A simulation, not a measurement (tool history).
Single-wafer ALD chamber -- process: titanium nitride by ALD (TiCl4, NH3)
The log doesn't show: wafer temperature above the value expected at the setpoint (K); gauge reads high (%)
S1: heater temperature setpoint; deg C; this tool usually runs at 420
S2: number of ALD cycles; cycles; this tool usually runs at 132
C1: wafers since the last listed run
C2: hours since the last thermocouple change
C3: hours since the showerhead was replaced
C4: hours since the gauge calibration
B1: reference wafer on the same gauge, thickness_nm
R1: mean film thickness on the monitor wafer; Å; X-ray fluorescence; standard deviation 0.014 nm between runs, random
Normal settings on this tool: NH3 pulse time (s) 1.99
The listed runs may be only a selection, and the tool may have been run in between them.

{"run": 1, "hour": 0.0, "S1": 408, "S2": 132, "NH3 pulse time (s)": 1.99, "C1": 0, "C2": 1247.4, "C3": 6028.6, "C4": 378.8, "B1": 3.157, "R1": 30.72}
{"run": 2, "hour": 28.2, "S1": 408, "S2": 132, "NH3 pulse time (s)": 1.99, "C1": 72, "C2": 1275.6, "C3": 6056.8, "C4": 407, "B1": 3.146, "R1": 30.55}
{"run": 3, "hour": 56.9, "S1": 420, "S2": 132, "NH3 pulse time (s)": 1.99, "C1": 73, "C2": 1304.3, "C3": 6085.5, "C4": 435.7, "B1": 3.156, "R1": 30.59}
{"run": 4, "hour": 86.2, "S1": 420, "S2": 132, "NH3 pulse time (s)": 1.99, "C1": 75, "C2": 1333.6, "C3": 6114.8, "C4": 465, "B1": 3.156, "R1": 30.68}
{"run": 5, "hour": 116.0, "S1": 420, "S2": 132, "NH3 pulse time (s)": 1.99, "C1": 76, "C2": 1363.4, "C3": 6144.6, "C4": 494.8, "B1": 3.15, "R1": 30.37}
{"run": 6, "hour": 140.8, "S1": 420, "S2": 132, "NH3 pulse time (s)": 1.99, "C1": 63, "C2": 1388.2, "C3": 6169.4, "C4": 519.6, "B1": 3.146, "R1": 30.91}
{"run": 7, "hour": 153.7, "S1": 420, "S2": 132, "NH3 pulse time (s)": 1.99, "C1": 33, "C2": 1401.1, "C3": 6182.3, "C4": 532.5, "B1": 3.147, "R1": 30.45}
{"run": 8, "hour": 187.2, "S1": 420, "S2": 132, "NH3 pulse time (s)": 1.99, "C1": 85, "C2": 1434.6, "C3": 6215.8, "C4": 566, "B1": 3.153, "R1": 30.79}
{"run": 9, "hour": 293.5, "S1": 420, "S2": 132, "NH3 pulse time (s)": 1.99, "C1": 272, "C2": 1540.9, "C3": 6322.1, "C4": 672.3, "B1": 3.143, "R1": 30.53}
{"run": 10, "hour": 314.6, "S1": 420, "S2": 132, "NH3 pulse time (s)": 1.99, "C1": 54, "C2": 1562, "C3": 6343.2, "C4": 693.4, "B1": 3.153, "R1": 30.5}
{"run": 11, "hour": 332.9, "S1": 420, "S2": 132, "NH3 pulse time (s)": 1.66, "C1": 46, "C2": 1580.3, "C3": 6361.5, "C4": 711.7, "B1": 3.153, "R1": 30.6}
{"run": 12, "hour": 346.1, "S1": 420, "S2": 132, "NH3 pulse time (s)": 1.66, "C1": 33, "C2": 1593.5, "C3": 6374.7, "C4": 724.9, "B1": 3.148, "R1": 30.87}
{"hour": 365.2, "done": "showerhead replaced"}
{"run": 13, "hour": 380.2, "S1": 420, "S2": 132, "NH3 pulse time (s)": 1.66, "C1": 66, "C2": 1627.6, "C3": 15, "C4": 759, "B1": 3.155, "R1": 30.31}
{"run": 14, "hour": 424.1, "S1": 420, "S2": 132, "NH3 pulse time (s)": 1.99, "C1": 112, "C2": 1671.5, "C3": 58.9, "C4": 802.9, "B1": 3.148, "R1": 30.74}
{"run": 15, "hour": 443.5, "S1": 420, "S2": 132, "NH3 pulse time (s)": 1.99, "C1": 49, "C2": 1690.9, "C3": 78.3, "C4": 822.3, "B1": 3.155, "R1": 30.65}
{"run": 16, "hour": 476.9, "S1": 420, "S2": 132, "NH3 pulse time (s)": 1.99, "C1": 85, "C2": 1724.3, "C3": 111.7, "C4": 855.7, "B1": 3.153, "R1": 30.79}
{"run": 17, "hour": 493.5, "S1": 420, "S2": 132, "NH3 pulse time (s)": 1.99, "C1": 42, "C2": 1740.9, "C3": 128.3, "C4": 872.3, "B1": 3.148, "R1": 30.82}
{"hour": 494.8, "done": "gauge calibrated"}
{"hour": 510.8, "done": "thermocouple changed; heater temperature recalibrated"}
{"run": 18, "hour": 523.8, "S1": 431, "S2": 144, "NH3 pulse time (s)": 1.99, "C1": 57, "C2": 13, "C3": 158.6, "C4": 29, "B1": 3.145, "R1": 33.46}
{"run": 19, "hour": 550.9, "S1": 414, "S2": 109, "NH3 pulse time (s)": 2.46, "C1": 69, "C2": 40.1, "C3": 185.7, "C4": 56.1, "B1": 3.153, "R1": 25.37}
{"run": 20, "hour": 586.1, "S1": 411, "S2": 123, "NH3 pulse time (s)": 2.68, "C1": 90, "C2": 75.3, "C3": 220.9, "C4": 91.3, "B1": 3.151, "R1": 28.74}
{"run": 21, "hour": 601.5, "S1": 426, "S2": 119, "NH3 pulse time (s)": 1.99, "C1": 39, "C2": 90.7, "C3": 236.3, "C4": 106.7, "B1": 3.156, "R1": 27.94}
{"run": 22, "hour": 615.5, "S1": 411, "S2": 132, "NH3 pulse time (s)": 1.59, "C1": 35, "C2": 104.7, "C3": 250.3, "C4": 120.7, "B1": 3.147, "R1": 30.39}
{"run": 23, "hour": 647.0, "S1": 429, "S2": 158, "NH3 pulse time (s)": 1.99, "C1": 80, "C2": 136.2, "C3": 281.8, "C4": 152.2, "B1": 3.154, "R1": 36.57}
{"run": 24, "hour": 676.9, "S1": 420, "S2": 132, "NH3 pulse time (s)": 1.38, "C1": 76, "C2": 166.1, "C3": 311.7, "C4": 182.1, "B1": 3.144, "R1": 30.16}
{"run": 25, "hour": 696.5, "S1": 434, "S2": 150, "NH3 pulse time (s)": 2.72, "C1": 50, "C2": 185.7, "C3": 331.3, "C4": 201.7, "B1": 3.15, "R1": 35.46}
{"run": 26, "hour": 716.3, "S1": 420, "S2": 132, "NH3 pulse time (s)": 1.99, "C1": 50, "C2": 205.5, "C3": 351.1, "C4": 221.5, "B1": 3.152, "R1": 30.84}
{"run": 27, "hour": 737.2, "S1": 420, "S2": 115, "NH3 pulse time (s)": 1.99, "C1": 53, "C2": 226.4, "C3": 372, "C4": 242.4, "B1": 3.15, "R1": 26.72}
{"run": 28, "hour": 749.6, "S1": 406, "S2": 132, "NH3 pulse time (s)": 1.2, "C1": 31, "C2": 238.8, "C3": 384.4, "C4": 254.8, "B1": 3.147, "R1": 30.12}
{"run": 29, "hour": 761.6, "S1": 420, "S2": 132, "NH3 pulse time (s)": 1.66, "C1": 30, "C2": 250.8, "C3": 396.4, "C4": 266.8, "B1": 3.152, "R1": 30.47}
{"run": 30, "hour": 779.4, "S1": 428, "S2": 150, "NH3 pulse time (s)": 1.33, "C1": 45, "C2": 268.6, "C3": 414.2, "C4": 284.6, "B1": 3.149, "R1": 34.47}
{"run": 31, "hour": 802.7, "S1": 420, "S2": 132, "NH3 pulse time (s)": 1.66, "C1": 59, "C2": 291.9, "C3": 437.5, "C4": 307.9, "B1": 3.147, "R1": 30.38}
{"run": 32, "hour": 823.4, "S1": 408, "S2": 146, "NH3 pulse time (s)": 2.41, "C1": 53, "C2": 312.6, "C3": 458.2, "C4": 328.6, "B1": 3.15, "R1": 34.12}
{"run": 33, "hour": 842.7, "S1": 420, "S2": 144, "NH3 pulse time (s)": 1.99, "C1": 49, "C2": 331.9, "C3": 477.5, "C4": 347.9, "B1": 3.147, "R1": 33.4}
{"run": 34, "hour": 857.7, "S1": 420, "S2": 143, "NH3 pulse time (s)": 1.42, "C1": 38, "C2": 346.9, "C3": 492.5, "C4": 362.9, "B1": 3.151, "R1": 32.73}
{"run": 35, "hour": 889.4, "S1": 435, "S2": 132, "NH3 pulse time (s)": 1.66, "C1": 81, "C2": 378.6, "C3": 524.2, "C4": 394.6, "B1": 3.15, "R1": 30.69}
{"run": 36, "hour": 912.7, "S1": 414, "S2": 121, "NH3 pulse time (s)": 1.99, "C1": 59, "C2": 401.9, "C3": 547.5, "C4": 417.9, "B1": 3.149, "R1": 28.02}
{"run": 37, "hour": 936.4, "S1": 420, "S2": 132, "NH3 pulse time (s)": 1.99, "C1": 60, "C2": 425.6, "C3": 571.2, "C4": 441.6, "B1": 3.15, "R1": 30.65}
{"run": 38, "hour": 967.3, "S1": 412, "S2": 144, "NH3 pulse time (s)": 1.99, "C1": 79, "C2": 456.5, "C3": 602.1, "C4": 472.5, "B1": 3.148, "R1": 33.49}
{"run": 39, "hour": 997.5, "S1": 414, "S2": 156, "NH3 pulse time (s)": 2.65, "C1": 77, "C2": 486.7, "C3": 632.3, "C4": 502.7, "B1": 3.149, "R1": 36.11}
{"run": 40, "hour": 1020.2, "S1": 430, "S2": 113, "NH3 pulse time (s)": 2.78, "C1": 58, "C2": 509.4, "C3": 655, "C4": 525.4, "B1": 3.15, "R1": 26.63}

4 options for the next run, each taken on its own from the tool as it stands now. Forecast them:
{"run": "A", "hour": 1020.9, "S1": 413, "S2": 132, "NH3 pulse time (s)": 1.99, "C1": 1, "C2": 510.1, "C3": 655.7, "C4": 526.1, "B1": "?", "R1": "?"}
{"run": "B", "hour": 1020.9, "S1": 434, "S2": 132, "NH3 pulse time (s)": 1.29, "C1": 1, "C2": 510.1, "C3": 655.7, "C4": 526.1, "B1": "?", "R1": "?"}
{"run": "C", "hour": 1020.9, "S1": 415, "S2": 155, "NH3 pulse time (s)": 1.99, "C1": 1, "C2": 510.1, "C3": 655.7, "C4": 526.1, "B1": "?", "R1": "?"}
{"run": "D", "hour": 1020.9, "S1": 408, "S2": 113, "NH3 pulse time (s)": 1.53, "C1": 1, "C2": 510.1, "C3": 655.7, "C4": 526.1, "B1": "?", "R1": "?"}

run=A B1=3.151 R1=30.58
run=B B1=3.151 R1=30.44
run=C B1=3.151 R1=35.94
run=D B1=3.151 R1=25.9
Without the tool's hidden state the same runs would have given:
run=A R1=30.58
run=B R1=30.44
run=C R1=35.94
run=D R1=25.9

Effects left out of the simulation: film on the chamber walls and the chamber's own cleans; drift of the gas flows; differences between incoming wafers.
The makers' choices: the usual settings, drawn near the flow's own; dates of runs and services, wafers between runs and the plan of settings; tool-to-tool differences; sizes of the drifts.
